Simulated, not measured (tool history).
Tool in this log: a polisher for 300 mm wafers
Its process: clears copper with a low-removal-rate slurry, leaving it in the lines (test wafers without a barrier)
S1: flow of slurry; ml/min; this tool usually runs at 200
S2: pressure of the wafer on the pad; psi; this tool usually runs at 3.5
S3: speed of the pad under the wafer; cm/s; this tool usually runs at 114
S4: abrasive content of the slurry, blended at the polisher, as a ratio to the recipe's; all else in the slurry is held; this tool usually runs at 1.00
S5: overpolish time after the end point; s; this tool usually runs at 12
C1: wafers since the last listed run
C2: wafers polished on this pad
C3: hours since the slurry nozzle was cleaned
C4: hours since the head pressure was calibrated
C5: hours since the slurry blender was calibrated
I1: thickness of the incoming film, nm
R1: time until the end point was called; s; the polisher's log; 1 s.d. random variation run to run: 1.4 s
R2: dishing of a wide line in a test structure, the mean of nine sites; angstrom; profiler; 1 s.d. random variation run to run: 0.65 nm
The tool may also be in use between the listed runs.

run,day,S1,S2,S3,S4,S5,C1,C2,C3,C4,C5,I1,R1,R2
1,0.000,200,3.5,114,1.00,12,0,137,382.7,1139.6,183.8,388.1,101.2,327
# day 0.050: slurry blender recalibrated
2,1.146,200,3.5,114,1.00,12,301,439,410.2,1167.1,26.3,400.8,105.6,325
3,3.642,200,3.5,114,1.00,12,687,1126,470.1,1227.0,86.2,394.8,101.8,323
4,5.067,200,3.5,114,1.00,12,392,1518,504.3,1261.2,120.4,398.2,105.4,316
5,6.546,200,3.5,94,1.00,12,407,1926,539.8,1296.7,155.9,389.4,116.5,281
# day 6.825: worn pad replaced by a new one
# day 8.175: slurry blender recalibrated
6,8.729,200,3.5,94,1.00,12,532,501,592.2,1349.1,13.3,392.5,121.3,277
7,10.929,200,3.5,94,1.00,12,605,1107,645.0,1401.9,66.1,391.1,118.7,275
8,13.683,200,2.8,114,1.00,12,758,1865,711.1,1468.0,132.2,391.8,125.1,265
9,15.017,200,2.8,114,1.00,12,367,2232,743.1,1500.0,164.2,398.4,130.2,258
# day 15.442: slurry blender recalibrated
# day 16.088: worn pad replaced by a new one
10,17.383,200,3.5,114,1.00,12,582,357,799.9,1556.8,46.6,394.6,102.5,330
# day 19.862: head pressure recalibrated
11,20.021,200,3.5,94,1.00,12,703,1060,863.2,3.8,109.9,398.1,120.0,289
# day 21.042: slurry nozzle cleaned
12,21.062,200,2.8,96,0.85,10,275,1335,0.5,28.8,134.9,389.0,145.7,190
# day 23.733: slurry blender recalibrated
# day 23.979: worn pad replaced by a new one
13,25.267,200,3.5,114,1.00,12,1088,354,101.4,129.7,36.8,396.3,105.5,312
14,26.846,175,3.5,152,1.00,14,434,789,139.3,167.6,74.7,393.1,83.4,430
15,28.429,200,3.5,154,1.00,17,435,1225,177.3,205.6,112.7,397.7,82.2,522
16,30.912,200,3.5,102,1.00,19,683,1909,236.9,265.2,172.3,395.7,110.2,465
# day 31.112: slurry blender recalibrated
# day 31.467: worn pad replaced by a new one
17,33.904,155,3.5,114,1.15,12,754,671,308.7,337.0,67.0,398.5,104.3,322
18,35.083,200,3.5,100,0.70,6,324,996,337.0,365.3,95.3,389.9,118.9,149
19,37.125,200,3.5,114,1.00,12,562,1558,386.0,414.3,144.3,396.6,103.1,325
20,38.821,200,3.5,114,1.00,8,466,2025,426.7,455.0,185.0,399.2,102.7,230
# day 39.179: worn pad replaced by a new one
# day 39.671: slurry blender recalibrated
21,40.575,180,3.5,138,1.00,12,414,361,468.8,497.1,21.7,395.0,90.4,370

Each row is a separate what-if for the run after 21, all from the same tool condition, not one after another. Results?
A,40.596,200,3.5,114,1.00,12,5,367,469.3,497.6,22.2,400.6,?,?
B,40.596,130,3.5,114,1.00,12,5,367,469.3,497.6,22.2,400.6,?,?
C,40.596,200,3.5,96,0.85,12,5,367,469.3,497.6,22.2,400.6,?,?
D,40.596,200,3.5,114,1.20,15,5,367,469.3,497.6,22.2,400.6,?,?

run,R1,R2
A,104.0,322
B,112.8,300
C,121.9,280
D,100.6,402
Had the tool no hidden state, the same runs would have come out as:
run,R1,R2
A,104.0,322
B,112.8,300
C,121.9,280
D,100.6,402
